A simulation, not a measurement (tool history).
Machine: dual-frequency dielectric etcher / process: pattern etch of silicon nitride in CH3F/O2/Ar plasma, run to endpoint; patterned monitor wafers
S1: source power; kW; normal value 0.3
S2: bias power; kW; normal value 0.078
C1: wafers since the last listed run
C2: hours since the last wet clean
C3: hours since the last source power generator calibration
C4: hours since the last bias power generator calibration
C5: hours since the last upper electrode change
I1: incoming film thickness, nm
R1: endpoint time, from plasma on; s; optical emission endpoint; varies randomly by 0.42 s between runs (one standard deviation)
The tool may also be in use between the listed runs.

run 1 hour=0 | S1=0.3 S2=0.078 | C1=0 C2=273.8 C3=2584.2 C4=4459.3 C5=4140.4 | I1=29.42 | R1=49
run 2 hour=17.3 | S1=0.3 S2=0.078 | C1=208 C2=291.1 C3=2601.5 C4=4476.6 C5=4157.7 | I1=29.28 | R1=48.3
run 3 hour=53.1 | S1=0.3 S2=0.078 | C1=430 C2=326.9 C3=2637.3 C4=4512.4 C5=4193.5 | I1=29.09 | R1=48.3
run 4 hour=68 | S1=0.27 S2=0.078 | C1=179 C2=341.8 C3=2652.2 C4=4527.3 C5=4208.4 | I1=29.41 | R1=52.3
-- hour=103 wet clean of the chamber
run 5 hour=103.5 | S1=0.27 S2=0.078 | C1=138 C2=0.5 C3=2687.7 C4=4562.8 C5=4243.9 | I1=29.32 | R1=50
run 6 hour=109.7 | S1=0.27 S2=0.078 | C1=74 C2=6.7 C3=2693.9 C4=4569 C5=4250.1 | I1=29.43 | R1=51
run 7 hour=134.3 | S1=0.3 S2=0.078 | C1=295 C2=31.3 C3=2718.5 C4=4593.6 C5=4274.7 | I1=29.09 | R1=47.4
run 8 hour=151.3 | S1=0.3 S2=0.078 | C1=204 C2=48.3 C3=2735.5 C4=4610.6 C5=4291.7 | I1=29.06 | R1=47.2
run 9 hour=163.6 | S1=0.3 S2=0.078 | C1=147 C2=60.6 C3=2747.8 C4=4622.9 C5=4304 | I1=29.54 | R1=48.5
run 10 hour=182.6 | S1=0.3 S2=0.078 | C1=228 C2=79.6 C3=2766.8 C4=4641.9 C5=4323 | I1=29.5 | R1=48.2
run 11 hour=200.4 | S1=0.3 S2=0.078 | C1=214 C2=97.4 C3=2784.6 C4=4659.7 C5=4340.8 | I1=29.26 | R1=47.8
run 12 hour=235 | S1=0.3 S2=0.078 | C1=416 C2=132 C3=2819.2 C4=4694.3 C5=4375.4 | I1=29.43 | R1=47.9
-- hour=268.5 upper electrode replaced
run 13 hour=269 | S1=0.3 S2=0.078 | C1=120 C2=166 C3=2853.2 C4=4728.3 C5=0.5 | I1=29.17 | R1=48.4
run 14 hour=290.7 | S1=0.3 S2=0.068 | C1=260 C2=187.7 C3=2874.9 C4=4750 C5=22.2 | I1=29.26 | R1=50.8
run 15 hour=315.4 | S1=0.3 S2=0.068 | C1=297 C2=212.4 C3=2899.6 C4=4774.7 C5=46.9 | I1=29.54 | R1=51.8
run 16 hour=337.2 | S1=0.3 S2=0.068 | C1=262 C2=234.2 C3=2921.4 C4=4796.5 C5=68.7 | I1=29.51 | R1=52.7
run 17 hour=358.2 | S1=0.35 S2=0.091 | C1=252 C2=255.2 C3=2942.4 C4=4817.5 C5=89.7 | I1=29.38 | R1=42.3
run 18 hour=387.9 | S1=0.34 S2=0.085 | C1=357 C2=284.9 C3=2972.1 C4=4847.2 C5=119.4 | I1=29.61 | R1=44.7
-- hour=395.7 bias power generator calibrated
run 19 hour=405.7 | S1=0.3 S2=0.078 | C1=165 C2=302.7 C3=2989.9 C4=10 C5=137.2 | I1=29.37 | R1=49.5
run 20 hour=436.9 | S1=0.3 S2=0.067 | C1=375 C2=333.9 C3=3021.1 C4=41.2 C5=168.4 | I1=29.37 | R1=52.6
-- hour=456.4 source power generator calibrated
-- hour=463.9 wet clean of the chamber
run 21 hour=464.4 | S1=0.35 S2=0.069 | C1=191 C2=0.5 C3=8 C4=68.7 C5=195.9 | I1=29.27 | R1=46.3
run 22 hour=474.8 | S1=0.3 S2=0.078 | C1=125 C2=10.9 C3=18.4 C4=79.1 C5=206.3 | I1=29.46 | R1=48
run 23 hour=498.1 | S1=0.3 S2=0.078 | C1=280 C2=34.2 C3=41.7 C4=102.4 C5=229.6 | I1=29.39 | R1=47.9
run 24 hour=515.5 | S1=0.25 S2=0.07 | C1=209 C2=51.6 C3=59.1 C4=119.8 C5=247 | I1=29.14 | R1=56
run 25 hour=548.3 | S1=0.36 S2=0.064 | C1=394 C2=84.4 C3=91.9 C4=152.6 C5=279.8 | I1=29.82 | R1=48.4
run 26 hour=564.4 | S1=0.36 S2=0.069 | C1=193 C2=100.5 C3=108 C4=168.7 C5=295.9 | I1=29.47 | R1=45.6
run 27 hour=594.8 | S1=0.27 S2=0.084 | C1=365 C2=130.9 C3=138.4 C4=199.1 C5=326.3 | I1=29.32 | R1=49.8
run 28 hour=608.2 | S1=0.3 S2=0.087 | C1=161 C2=144.3 C3=151.8 C4=212.5 C5=339.7 | I1=29.52 | R1=47
run 29 hour=637 | S1=0.36 S2=0.066 | C1=346 C2=173.1 C3=180.6 C4=241.3 C5=368.5 | I1=29.23 | R1=47.2
run 30 hour=672.1 | S1=0.25 S2=0.096 | C1=422 C2=208.2 C3=215.7 C4=276.4 C5=403.6 | I1=29.54 | R1=51.7
run 31 hour=687.7 | S1=0.26 S2=0.066 | C1=187 C2=223.8 C3=231.3 C4=292 C5=419.2 | I1=29.63 | R1=58.4
run 32 hour=726.8 | S1=0.3 S2=0.078 | C1=470 C2=262.9 C3=270.4 C4=331.1 C5=458.3 | I1=29.82 | R1=51.1
run 33 hour=749 | S1=0.33 S2=0.078 | C1=266 C2=285.1 C3=292.6 C4=353.3 C5=480.5 | I1=29.42 | R1=47.7
run 34 hour=780.1 | S1=0.35 S2=0.062 | C1=373 C2=316.2 C3=323.7 C4=384.4 C5=511.6 | I1=29.32 | R1=50.1
run 35 hour=812.1 | S1=0.28 S2=0.071 | C1=384 C2=348.2 C3=355.7 C4=416.4 C5=543.6 | I1=29.54 | R1=54.7

4 options for the next run, each taken on its own from the tool as it stands now. Forecast them:
run A hour=812.5 | S1=0.3 S2=0.078 | C1=4 C2=348.6 C3=356.1 C4=416.8 C5=544 | I1=29.27 | R1=?
run B hour=812.5 | S1=0.24 S2=0.089 | C1=4 C2=348.6 C3=356.1 C4=416.8 C5=544 | I1=29.27 | R1=?
run C hour=812.5 | S1=0.34 S2=0.063 | C1=4 C2=348.6 C3=356.1 C4=416.8 C5=544 | I1=29.27 | R1=?
run D hour=812.5 | S1=0.36 S2=0.078 | C1=4 C2=348.6 C3=356.1 C4=416.8 C5=544 | I1=29.27 | R1=?

run=A R1=50.3
run=B R1=55
run=C R1=50.9
run=D R1=45.3
Without the tool's unlogged condition, the same runs would have read:
run=A R1=47.3
run=B R1=51.7
run=C R1=47.8
run=D R1=42.6
